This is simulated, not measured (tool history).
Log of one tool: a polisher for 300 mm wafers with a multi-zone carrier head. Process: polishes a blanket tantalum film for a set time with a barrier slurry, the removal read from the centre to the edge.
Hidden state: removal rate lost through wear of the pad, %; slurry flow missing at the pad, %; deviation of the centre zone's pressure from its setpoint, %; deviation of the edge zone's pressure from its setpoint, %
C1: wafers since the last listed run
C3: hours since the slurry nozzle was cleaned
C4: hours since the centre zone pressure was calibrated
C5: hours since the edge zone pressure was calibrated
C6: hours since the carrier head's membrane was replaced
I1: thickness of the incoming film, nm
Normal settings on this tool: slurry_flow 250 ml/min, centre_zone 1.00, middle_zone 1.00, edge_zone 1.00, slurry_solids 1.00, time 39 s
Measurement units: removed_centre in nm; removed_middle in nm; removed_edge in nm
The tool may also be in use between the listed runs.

Run 1, hour 0.0: usual settings but slurry_flow 170 ml/min; C1 0; wafers polished on this pad 2307; C3 415.4; C4 898.0; C5 339.3; C6 1075.0; I1 334.2. Result: removed_centre 30.7 nm, removed_middle 31.8 nm, removed_edge 32.9 nm.
Run 2, hour 49.8: usual settings; C1 599; wafers polished on this pad 2907; C3 465.2; C4 947.8; C5 389.1; C6 1124.8; I1 325.7. Result: removed_centre 32.7 nm, removed_middle 32.5 nm, removed_edge 33.2 nm.
At hour 58.8: slurry nozzle cleaned.
Run 3, hour 99.9: usual settings; C1 591; wafers polished on this pad 3498; C3 41.1; C4 997.9; C5 439.2; C6 1174.9; I1 333.1. Result: removed_centre 32.3 nm, removed_middle 33.0 nm, removed_edge 33.3 nm.
At hour 171.2: carrier head's membrane replaced by a new one.
Run 4, hour 171.7: usual settings but edge_zone 1.12, slurry_solids 1.25, time 31 s; C1 804; wafers polished on this pad 4303; C3 112.9; C4 1069.7; C5 511.0; C6 0.5; I1 332.8. Result: removed_centre 27.7 nm, removed_middle 27.8 nm, removed_edge 30.8 nm.
At hour 219.4: centre zone pressure recalibrated.
Run 5, hour 232.5: usual settings but slurry_flow 310 ml/min, middle_zone 0.92, slurry_solids 0.75, time 44 s; C1 708; wafers polished on this pad 5011; C3 173.7; C4 13.1; C5 571.8; C6 61.3; I1 331.9. Result: removed_centre 33.0 nm, removed_middle 31.5 nm, removed_edge 33.6 nm.
Run 6, hour 257.1: usual settings but slurry_solids 1.15; C1 296; wafers polished on this pad 5307; C3 198.3; C4 37.7; C5 596.4; C6 85.9; I1 324.2. Result: removed_centre 33.5 nm, removed_middle 34.3 nm, removed_edge 34.8 nm.
At hour 294.8: worn pad replaced by a new one.
Run 7, hour 326.5: usual settings but centre_zone 0.94; C1 787; wafers polished on this pad 382; C3 267.7; C4 107.1; C5 665.8; C6 155.3; I1 327.0. Result: removed_centre 30.5 nm, removed_middle 32.7 nm, removed_edge 33.8 nm.
Run 8, hour 357.7: usual settings but slurry_flow 215 ml/min, centre_zone 1.10, edge_zone 1.05; C1 375; wafers polished on this pad 757; C3 298.9; C4 138.3; C5 697.0; C6 186.5; I1 328.9. Result: removed_centre 35.3 nm, removed_middle 31.8 nm, removed_edge 33.5 nm.
Run 9, hour 407.9: usual settings; C1 604; wafers polished on this pad 1362; C3 349.1; C4 188.5; C5 747.2; C6 236.7; I1 331.4. Result: removed_centre 32.3 nm, removed_middle 32.7 nm, removed_edge 33.4 nm.
Run 10, hour 440.3: usual settings but slurry_flow 225 ml/min; C1 390; wafers polished on this pad 1752; C3 381.5; C4 220.9; C5 779.6; C6 269.1; I1 328.9. Result: removed_centre 31.8 nm, removed_middle 32.5 nm, removed_edge 33.2 nm.
Run 11, hour 474.2: usual settings but middle_zone 0.92, edge_zone 1.09, time 32 s; C1 408; wafers polished on this pad 2160; C3 415.4; C4 254.8; C5 813.5; C6 303.0; I1 325.8. Result: removed_centre 26.3 nm, removed_middle 25.4 nm, removed_edge 28.6 nm.
At hour 490.6: slurry nozzle cleaned.
Run 12, hour 510.4: usual settings but edge_zone 1.07, time 49 s; C1 423; wafers polished on this pad 2584; C3 19.8; C4 291.0; C5 849.7; C6 339.2; I1 334.1. Result: removed_centre 40.6 nm, removed_middle 40.8 nm, removed_edge 42.3 nm.
Run 13, hour 550.4: usual settings but edge_zone 1.03, time 48 s; C1 481; wafers polished on this pad 3066; C3 59.8; C4 331.0; C5 889.7; C6 379.2; I1 325.0. Result: removed_centre 39.5 nm, removed_middle 40.1 nm, removed_edge 42.1 nm.
At hour 585.2: edge zone pressure recalibrated.
Run 14, hour 597.9: usual settings but centre_zone 1.04, middle_zone 0.95, slurry_solids 1.25; C1 548; wafers polished on this pad 3614; C3 107.3; C4 378.5; C5 12.7; C6 426.7; I1 331.9. Result: removed_centre 35.9 nm, removed_middle 33.9 nm, removed_edge 35.8 nm.
Run 15, hour 669.3: usual settings but middle_zone 1.06; C1 859; wafers polished on this pad 4474; C3 178.7; C4 449.9; C5 84.1; C6 498.1; I1 334.5. Result: removed_centre 32.3 nm, removed_middle 34.3 nm, removed_edge 33.8 nm.
At hour 758.2: worn pad replaced by a new one.
Run 16, hour 826.9: usual settings but slurry_flow 330 ml/min, centre_zone 1.05, edge_zone 0.93, time 53 s; C1 1849; wafers polished on this pad 827; C3 336.3; C4 607.5; C5 241.7; C6 655.7; I1 328.0. Result: removed_centre 47.3 nm, removed_middle 45.4 nm, removed_edge 45.1 nm.
Run 17, hour 897.8: usual settings but centre_zone 1.08, middle_zone 0.97, edge_zone 0.91, slurry_solids 1.25; C1 853; wafers polished on this pad 1680; C3 407.2; C4 678.4; C5 312.6; C6 726.6; I1 335.8. Result: removed_centre 37.8 nm, removed_middle 34.0 nm, removed_edge 34.5 nm.
Run 18, hour 941.5: usual settings but centre_zone 0.88, middle_zone 1.08, edge_zone 1.08; C1 526; wafers polished on this pad 2207; C3 450.9; C4 722.1; C5 356.3; C6 770.3; I1 328.7. Result: removed_centre 28.3 nm, removed_middle 34.5 nm, removed_edge 34.4 nm.
Run 19, hour 1002.6: usual settings but slurry_flow 195 ml/min, time 50 s; C1 735; wafers polished on this pad 2943; C3 512.0; C4 783.2; C5 417.4; C6 831.4; I1 332.1. Result: removed_centre 40.0 nm, removed_middle 40.9 nm, removed_edge 42.3 nm.
Run 20, hour 1034.6: usual settings but slurry_flow 220 ml/min; C1 385; wafers polished on this pad 3328; C3 544.0; C4 815.2; C5 449.4; C6 863.4; I1 330.5. Result: removed_centre 32.1 nm, removed_middle 32.2 nm, removed_edge 32.7 nm.
At hour 1048.6: slurry nozzle cleaned.
Run 21, hour 1105.0: usual settings; C1 835; wafers polished on this pad 4164; C3 56.4; C4 885.6; C5 519.8; C6 933.8; I1 325.8. Result: removed_centre 32.0 nm, removed_middle 33.1 nm, removed_edge 33.6 nm.
Run 22, hour 1145.3: usual settings but edge_zone 1.04; C1 485; wafers polished on this pad 4649; C3 96.7; C4 925.9; C5 560.1; C6 974.1; I1 326.8. Result: removed_centre 32.4 nm, removed_middle 32.7 nm, removed_edge 33.5 nm.
Run 23, hour 1171.0: usual settings but edge_zone 1.10; C1 309; wafers polished on this pad 4959; C3 122.4; C4 951.6; C5 585.8; C6 999.8; I1 332.8. Result: removed_centre 32.6 nm, removed_middle 32.7 nm, removed_edge 35.2 nm.

Alternative continuations, all from the tool just after run 23; predict every row:
Run A, hour 1171.4: usual settings but middle_zone 1.05; C1 4; wafers polished on this pad 4964; C3 122.8; C4 952.0; C5 586.2; C6 1000.2; I1 329.3. Result: removed_centre ?, removed_middle ?, removed_edge ?.
Run B, hour 1171.4: usual settings but middle_zone 1.09, slurry_solids 1.30; C1 4; wafers polished on this pad 4964; C3 122.8; C4 952.0; C5 586.2; C6 1000.2; I1 329.3. Result: removed_centre ?, removed_middle ?, removed_edge ?.
Run C, hour 1171.4: usual settings but centre_zone 1.06, middle_zone 0.93; C1 4; wafers polished on this pad 4964; C3 122.8; C4 952.0; C5 586.2; C6 1000.2; I1 329.3. Result: removed_centre ?, removed_middle ?, removed_edge ?.

run  removed_centre  removed_middle  removed_edge
  A            32.4            34.2          34.0
  B            35.1            38.1          36.9
  C            34.3            31.3          34.1
With the hidden condition removed and each run's random variation left untouched, the same runs would have given:
run  removed_centre  removed_middle  removed_edge
  A            32.4            34.2          34.0
  B            35.1            38.1          36.9
  C            34.3            31.3          34.1

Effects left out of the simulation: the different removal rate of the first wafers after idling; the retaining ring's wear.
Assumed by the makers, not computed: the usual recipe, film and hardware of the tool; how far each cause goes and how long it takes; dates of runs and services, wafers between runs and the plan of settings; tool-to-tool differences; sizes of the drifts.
